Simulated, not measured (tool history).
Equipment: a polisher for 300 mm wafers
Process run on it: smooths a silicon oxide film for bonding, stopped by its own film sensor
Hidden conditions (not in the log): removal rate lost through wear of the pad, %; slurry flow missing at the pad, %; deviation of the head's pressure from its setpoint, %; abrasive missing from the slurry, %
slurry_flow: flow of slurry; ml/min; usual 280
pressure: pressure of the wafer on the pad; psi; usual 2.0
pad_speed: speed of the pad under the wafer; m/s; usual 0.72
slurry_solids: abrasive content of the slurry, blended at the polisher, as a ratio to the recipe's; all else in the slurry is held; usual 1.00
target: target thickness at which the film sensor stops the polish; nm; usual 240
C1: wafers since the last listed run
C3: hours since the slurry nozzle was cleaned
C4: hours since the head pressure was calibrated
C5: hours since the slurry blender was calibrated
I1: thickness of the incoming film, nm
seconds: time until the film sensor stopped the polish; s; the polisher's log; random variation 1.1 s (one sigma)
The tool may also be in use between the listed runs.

Run 1, hour 0.0: usual settings; C1 0; wafers polished on this pad 412; C3 302.8; C4 351.2; C5 299.9; I1 291.2. Result: seconds 100.8 s.
Run 2, hour 15.8: usual settings but target 244 nm; C1 102; wafers polished on this pad 514; C3 318.6; C4 367.0; C5 315.7; I1 294.8. Result: seconds 99.4 s.
Run 3, hour 26.7: usual settings but target 244 nm; C1 70; wafers polished on this pad 584; C3 329.5; C4 377.9; C5 326.6; I1 287.2. Result: seconds 85.2 s.
Run 4, hour 33.1: usual settings; C1 41; wafers polished on this pad 626; C3 335.9; C4 384.3; C5 333.0; I1 292.8. Result: seconds 103.4 s.
Run 5, hour 40.0: usual settings; C1 44; wafers polished on this pad 670; C3 342.8; C4 391.2; C5 339.9; I1 289.8. Result: seconds 97.6 s.
Run 6, hour 56.8: usual settings; C1 108; wafers polished on this pad 779; C3 359.6; C4 408.0; C5 356.7; I1 293.0. Result: seconds 105.6 s.
Run 7, hour 69.1: usual settings; C1 79; wafers polished on this pad 858; C3 371.9; C4 420.3; C5 369.0; I1 291.8. Result: seconds 101.2 s.
Run 8, hour 84.5: usual settings; C1 99; wafers polished on this pad 958; C3 387.3; C4 435.7; C5 384.4; I1 294.5. Result: seconds 112.8 s.
Run 9, hour 97.1: usual settings but slurry_flow 220 ml/min; C1 81; wafers polished on this pad 1039; C3 399.9; C4 448.3; C5 397.0; I1 293.4. Result: seconds 112.4 s.
Run 10, hour 112.5: usual settings but slurry_flow 220 ml/min; C1 99; wafers polished on this pad 1139; C3 415.3; C4 463.7; C5 412.4; I1 288.0. Result: seconds 99.5 s.
Run 11, hour 120.9: usual settings; C1 54; wafers polished on this pad 1193; C3 423.7; C4 472.1; C5 420.8; I1 288.3. Result: seconds 98.8 s.
Run 12, hour 142.3: usual settings but pad_speed 0.94 m/s, slurry_solids 0.90; C1 138; wafers polished on this pad 1331; C3 445.1; C4 493.5; C5 442.2; I1 290.1. Result: seconds 88.4 s.
Run 13, hour 150.4: usual settings but pressure 2.3 psi; C1 52; wafers polished on this pad 1384; C3 453.2; C4 501.6; C5 450.3; I1 294.4. Result: seconds 105.2 s.
At hour 159.2: slurry blender recalibrated.
At hour 166.7: slurry nozzle cleaned.
Run 14, hour 167.2: usual settings but pressure 1.6 psi; C1 89; wafers polished on this pad 1473; C3 0.5; C4 518.4; C5 8.0; I1 288.6. Result: seconds 117.2 s.
Run 15, hour 183.8: usual settings but slurry_flow 360 ml/min, pressure 2.5 psi, slurry_solids 0.75, target 229 nm; C1 107; wafers polished on this pad 1580; C3 17.1; C4 535.0; C5 24.6; I1 289.1. Result: seconds 124.6 s.
At hour 193.6: worn pad replaced by a new one.
Run 16, hour 194.1: usual settings but pad_speed 0.58 m/s; C1 40; wafers polished on this pad 3; C3 27.4; C4 545.3; C5 34.9; I1 294.5. Result: seconds 116.6 s.
Run 17, hour 208.9: usual settings; C1 95; wafers polished on this pad 98; C3 42.2; C4 560.1; C5 49.7; I1 291.5. Result: seconds 93.1 s.
At hour 223.6: head pressure recalibrated.
Run 18, hour 224.1: usual settings but slurry_flow 315 ml/min, pressure 1.6 psi, slurry_solids 0.85; C1 85; wafers polished on this pad 183; C3 57.4; C4 0.5; C5 64.9; I1 285.7. Result: seconds 100.0 s.
Run 19, hour 235.5: usual settings; C1 73; wafers polished on this pad 257; C3 68.8; C4 11.9; C5 76.3; I1 288.5. Result: seconds 89.6 s.
Run 20, hour 248.7: usual settings but pressure 1.5 psi, pad_speed 0.94 m/s, slurry_solids 1.20; C1 85; wafers polished on this pad 342; C3 82.0; C4 25.1; C5 89.5; I1 291.2. Result: seconds 83.2 s.
Run 21, hour 264.5: usual settings; C1 102; wafers polished on this pad 445; C3 97.8; C4 40.9; C5 105.3; I1 288.2. Result: seconds 90.3 s.
Run 22, hour 280.0: usual settings but slurry_flow 215 ml/min, slurry_solids 1.25, target 226 nm; C1 100; wafers polished on this pad 545; C3 113.3; C4 56.4; C5 120.8; I1 288.9. Result: seconds 110.9 s.

4 options for the next run, each taken on its own from the tool as it stands now. Forecast them:
Run A, hour 280.5: usual settings but pad_speed 0.60 m/s; C1 3; wafers polished on this pad 548; C3 113.8; C4 56.9; C5 121.3; I1 286.7. Result: seconds ?.
Run B, hour 280.5: usual settings but pad_speed 0.84 m/s, slurry_solids 1.20, target 229 nm; C1 3; wafers polished on this pad 548; C3 113.8; C4 56.9; C5 121.3; I1 286.7. Result: seconds ?.
Run C, hour 280.5: usual settings but slurry_flow 245 ml/min, pressure 2.5 psi; C1 3; wafers polished on this pad 548; C3 113.8; C4 56.9; C5 121.3; I1 286.7. Result: seconds ?.
Run D, hour 280.5: usual settings but slurry_flow 365 ml/min, pad_speed 0.58 m/s, target 248 nm; C1 3; wafers polished on this pad 548; C3 113.8; C4 56.9; C5 121.3; I1 286.7. Result: seconds ?.

run  seconds
  A    100.5
  B     87.9
  C     76.5
  D     83.8
With the hidden condition removed and each run's random variation left untouched, the same runs would have given:
run  seconds
  A     95.0
  B     83.1
  C     72.3
  D     79.2
